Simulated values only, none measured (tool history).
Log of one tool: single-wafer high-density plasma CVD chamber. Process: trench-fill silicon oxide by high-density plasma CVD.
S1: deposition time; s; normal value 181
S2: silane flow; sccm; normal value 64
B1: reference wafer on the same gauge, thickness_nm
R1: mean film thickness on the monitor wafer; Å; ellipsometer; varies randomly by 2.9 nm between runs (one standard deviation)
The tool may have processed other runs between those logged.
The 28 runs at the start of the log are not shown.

| run | hour | S1 | S2 | B1 | R1 |
|---|---|---|---|---|---|
| 29 | 716.4 | 200 | 52 | 1160.479 | 10581.66 |
| 30 | 735.4 | 181 | 64 | 1160.714 | 11805.72 |
| 31 | 763.2 | 181 | 64 | 1160.264 | 11760.42 |
| 32 | 777.7 | 193 | 60 | 1159.587 | 11772.17 |
| 33 | 798.2 | 155 | 69 | 1159.677 | 10876.89 |
| 34 | 825.4 | 181 | 64 | 1160.43 | 11836.65 |
| 35 | 894 | 157 | 75 | 1159.726 | 11993.69 |
| 36 | 935 | 195 | 76 | 1159.58 | 15174.8 |
| 37 | 956.5 | 148 | 69 | 1160.232 | 10397.05 |
| 38 | 969.8 | 148 | 69 | 1160.069 | 10433.03 |

Predict each of these 5 candidate next runs independently; none follows another, all start after run 38:
| A | 970.3 | 181 | 74 | ? | ? |
| B | 970.3 | 160 | 73 | ? | ? |
| C | 970.3 | 196 | 71 | ? | ? |
| D | 970.3 | 204 | 73 | ? | ? |
| E | 970.3 | 171 | 71 | ? | ? |

| run | B1 | R1 |
|---|---|---|
| A | 1160.625 | 13683.93 |
| B | 1160.625 | 11932.83 |
| C | 1160.625 | 14217.23 |
| D | 1160.625 | 15214.36 |
| E | 1160.625 | 12403.81 |
Without the tool's hidden state the same runs would have given:
| run | R1 |
|---|---|
| A | 13744.29 |
| B | 11985.47 |
| C | 14279.94 |
| D | 15281.47 |
| E | 12458.52 |
